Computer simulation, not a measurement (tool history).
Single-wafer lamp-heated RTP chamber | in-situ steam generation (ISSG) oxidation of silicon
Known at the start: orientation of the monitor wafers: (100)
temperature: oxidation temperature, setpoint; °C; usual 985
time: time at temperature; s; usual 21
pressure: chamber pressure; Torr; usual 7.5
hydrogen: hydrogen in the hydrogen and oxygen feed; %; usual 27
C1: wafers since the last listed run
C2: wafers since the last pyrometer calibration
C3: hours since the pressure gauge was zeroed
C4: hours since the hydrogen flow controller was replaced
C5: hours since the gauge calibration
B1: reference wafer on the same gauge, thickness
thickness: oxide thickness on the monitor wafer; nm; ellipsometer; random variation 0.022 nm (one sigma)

Run 1, day 0.000: usual settings; C1 0; C2 3168; C3 3320.2; C4 7122.5; C5 261.7; B1 4.882. Result: thickness 5.809 nm.
Run 2, day 1.542: usual settings; C1 636; C2 3804; C3 3357.2; C4 7159.5; C5 298.7; B1 4.875. Result: thickness 5.892 nm.
Run 3, day 2.179: usual settings; C1 263; C2 4067; C3 3372.5; C4 7174.8; C5 314.0; B1 4.884. Result: thickness 5.916 nm.
Run 4, day 2.471: usual settings but time 15 s; C1 120; C2 4187; C3 3379.5; C4 7181.8; C5 321.0; B1 4.884. Result: thickness 5.116 nm.
At day 3.008: pyrometer window cleaned and pyrometer calibrated.
At day 3.129: pressure gauge zeroed.
Run 5, day 3.150: usual settings but pressure 8.3 Torr; C1 93; C2 8; C3 0.5; C4 7198.1; C5 337.3; B1 4.881. Result: thickness 5.696 nm.
Run 6, day 3.162: usual settings; C1 5; C2 13; C3 0.8; C4 7198.4; C5 337.6; B1 4.881. Result: thickness 5.658 nm.
Run 7, day 3.629: usual settings; C1 192; C2 206; C3 12.0; C4 7209.6; C5 348.8; B1 4.877. Result: thickness 5.700 nm.
At day 3.783: gauge calibrated.
Run 8, day 4.246: usual settings but temperature 1000 °C, pressure 6.9 Torr; C1 254; C2 460; C3 26.8; C4 7224.4; C5 11.1; B1 4.882. Result: thickness 6.034 nm.
Run 9, day 4.554: usual settings but temperature 1000 °C, pressure 6.9 Torr; C1 127; C2 587; C3 34.2; C4 7231.8; C5 18.5; B1 4.880. Result: thickness 6.033 nm.
Run 10, day 5.225: usual settings but pressure 8.6 Torr; C1 276; C2 864; C3 50.3; C4 7247.9; C5 34.6; B1 4.879. Result: thickness 5.677 nm.
Run 11, day 5.775: usual settings but pressure 8.6 Torr; C1 226; C2 1091; C3 63.5; C4 7261.1; C5 47.8; B1 4.880. Result: thickness 5.725 nm.
At day 6.496: hydrogen flow controller replaced.
Run 12, day 6.517: usual settings but pressure 8.6 Torr; C1 168; C2 1260; C3 81.3; C4 0.5; C5 65.6; B1 4.882. Result: thickness 5.722 nm.
Run 13, day 6.638: usual settings; C1 49; C2 1309; C3 84.2; C4 3.4; C5 68.5; B1 4.882. Result: thickness 5.736 nm.
Run 14, day 7.271: usual settings but temperature 1004 °C, time 16 s, pressure 8.4 Torr; C1 261; C2 1571; C3 99.4; C4 18.6; C5 83.7; B1 4.874. Result: thickness 5.444 nm.
Run 15, day 7.671: usual settings but temperature 1003 °C; C1 165; C2 1736; C3 109.0; C4 28.2; C5 93.3; B1 4.880. Result: thickness 6.203 nm.
Run 16, day 8.029: usual settings; C1 147; C2 1884; C3 117.6; C4 36.8; C5 101.9; B1 4.879. Result: thickness 5.787 nm.
Run 17, day 8.533: usual settings but temperature 1004 °C, time 25 s, pressure 8.4 Torr; C1 208; C2 2092; C3 129.7; C4 48.9; C5 114.0; B1 4.882. Result: thickness 6.784 nm.
Run 18, day 9.042: usual settings but time 26 s, pressure 7.1 Torr, hydrogen 19 %; C1 209; C2 2301; C3 141.9; C4 61.1; C5 126.2; B1 4.881. Result: thickness 5.847 nm.
Run 19, day 9.533: usual settings but time 13 s, pressure 8.6 Torr; C1 202; C2 2504; C3 153.7; C4 72.9; C5 138.0; B1 4.881. Result: thickness 4.656 nm.
Run 20, day 9.800: usual settings; C1 110; C2 2614; C3 160.1; C4 79.3; C5 144.4; B1 4.882. Result: thickness 5.822 nm.
Run 21, day 10.246: usual settings but temperature 999 °C, time 17 s, pressure 8.1 Torr; C1 183; C2 2798; C3 170.8; C4 90.0; C5 155.1; B1 4.880. Result: thickness 5.575 nm.
Run 22, day 10.525: usual settings; C1 115; C2 2913; C3 177.5; C4 96.7; C5 161.8; B1 4.879. Result: thickness 5.859 nm.
Run 23, day 10.933: usual settings but time 26 s, pressure 7.1 Torr, hydrogen 19 %; C1 168; C2 3082; C3 187.3; C4 106.5; C5 171.6; B1 4.880. Result: thickness 5.898 nm.
Run 24, day 11.317: usual settings but time 27 s, hydrogen 21 %; C1 158; C2 3240; C3 196.5; C4 115.7; C5 180.8; B1 4.879. Result: thickness 6.165 nm.
Run 25, day 11.754: usual settings but temperature 999 °C, time 17 s, pressure 8.1 Torr; C1 180; C2 3420; C3 207.0; C4 126.2; C5 191.3; B1 4.877. Result: thickness 5.646 nm.
Run 26, day 12.171: usual settings but temperature 969 °C; C1 171; C2 3592; C3 217.0; C4 136.2; C5 201.3; B1 4.880. Result: thickness 5.520 nm.
At day 12.788: pyrometer window cleaned and pyrometer calibrated.
Run 27, day 12.896: usual settings but time 18 s, pressure 6.9 Torr; C1 161; C2 44; C3 234.4; C4 153.6; C5 218.7; B1 4.882. Result: thickness 5.304 nm.
Run 28, day 13.338: usual settings but time 29 s, hydrogen 20 %; C1 182; C2 226; C3 245.0; C4 164.2; C5 229.3; B1 4.878. Result: thickness 6.207 nm.
Run 29, day 13.771: usual settings; C1 178; C2 405; C3 255.4; C4 174.6; C5 239.7; B1 4.887. Result: thickness 5.749 nm.
Run 30, day 14.500: usual settings but temperature 994 °C, pressure 7.1 Torr, hydrogen 21 %; C1 300; C2 705; C3 272.9; C4 192.1; C5 257.2; B1 4.884. Result: thickness 5.567 nm.
Run 31, day 14.988: usual settings but pressure 8.9 Torr, hydrogen 19 %; C1 201; C2 906; C3 284.6; C4 203.8; C5 268.9; B1 4.879. Result: thickness 5.240 nm.

Forecast each of these 4 alternatives for the next run:
Run A, day 15.004: usual settings but pressure 8.7 Torr; C1 6; C2 913; C3 285.0; C4 204.2; C5 269.3; B1 ?. Result: thickness ?.
Run B, day 15.004: usual settings but temperature 965 °C, pressure 8.3 Torr, hydrogen 20 %; C1 6; C2 913; C3 285.0; C4 204.2; C5 269.3; B1 ?. Result: thickness ?.
Run C, day 15.004: usual settings but pressure 7.0 Torr; C1 6; C2 913; C3 285.0; C4 204.2; C5 269.3; B1 ?. Result: thickness ?.
Run D, day 15.004: usual settings but time 28 s, pressure 7.0 Torr, hydrogen 32 %; C1 6; C2 913; C3 285.0; C4 204.2; C5 269.3; B1 ?. Result: thickness ?.

run     B1  thickness
  A  4.876      5.671
  B  4.876      4.938
  C  4.876      5.707
  D  4.876      6.814
Without the tool's hidden state the same runs would have given:
run  thickness
  A      5.637
  B      4.912
  C      5.672
  D      6.770
